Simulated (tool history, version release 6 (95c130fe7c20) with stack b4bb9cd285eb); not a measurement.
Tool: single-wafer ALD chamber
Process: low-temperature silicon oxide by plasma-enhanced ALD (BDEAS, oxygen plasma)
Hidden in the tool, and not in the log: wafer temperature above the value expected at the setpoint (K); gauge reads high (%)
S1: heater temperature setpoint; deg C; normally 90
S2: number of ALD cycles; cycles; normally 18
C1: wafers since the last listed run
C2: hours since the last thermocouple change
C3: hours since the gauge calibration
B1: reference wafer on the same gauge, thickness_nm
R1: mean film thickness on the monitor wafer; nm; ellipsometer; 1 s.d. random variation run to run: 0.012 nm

run,hour,S1,S2,C1,C2,C3,B1,R1
1,0.0,90,18,0,450.9,820.5,2.147,2.681
2,29.7,90,19,487,480.6,850.2,2.146,2.843
3,54.5,90,19,406,505.4,875.0,2.150,2.840
4,124.1,90,19,1141,575.0,944.6,2.149,2.800
5,170.4,90,18,759,621.3,990.9,2.150,2.678
6,221.5,90,18,838,672.4,1042.0,2.149,2.707
7,292.7,90,18,1168,743.6,1113.2,2.150,2.690
8,325.1,90,18,531,776.0,1145.6,2.151,2.667
9,370.4,90,18,743,821.3,1190.9,2.150,2.671
# hour 380.5: thermocouple changed; heater temperature recalibrated
# hour 386.8: gauge calibrated
10,561.7,90,15,3007,181.2,174.9,2.150,2.195
11,603.1,90,18,679,222.6,216.3,2.150,2.638
12,651.9,77,16,800,271.4,265.1,2.148,2.472
13,687.5,90,18,584,307.0,300.7,2.152,2.668
14,746.6,104,16,969,366.1,359.8,2.150,2.245
15,817.3,101,20,1159,436.8,430.5,2.149,2.831
16,874.3,80,18,935,493.8,487.5,2.152,2.763
17,941.9,101,18,1109,561.4,555.1,2.152,2.557
18,991.8,102,17,818,611.3,605.0,2.150,2.395
19,1024.9,98,17,543,644.4,638.1,2.149,2.444
20,1056.9,98,17,524,676.4,670.1,2.150,2.459
21,1098.7,90,18,685,718.2,711.9,2.150,2.665

Here are 3 independent what-if runs from the current tool condition. What would each one return?
A,1099.1,90,18,6,718.6,712.3,?,?
B,1099.1,97,18,6,718.6,712.3,?,?
C,1099.1,84,21,6,718.6,712.3,?,?

run,B1,R1
A,2.150,2.671
B,2.150,2.599
C,2.150,3.189
With no hidden state in the tool, these same runs would have given:
run,R1
A,2.615
B,2.542
C,3.124
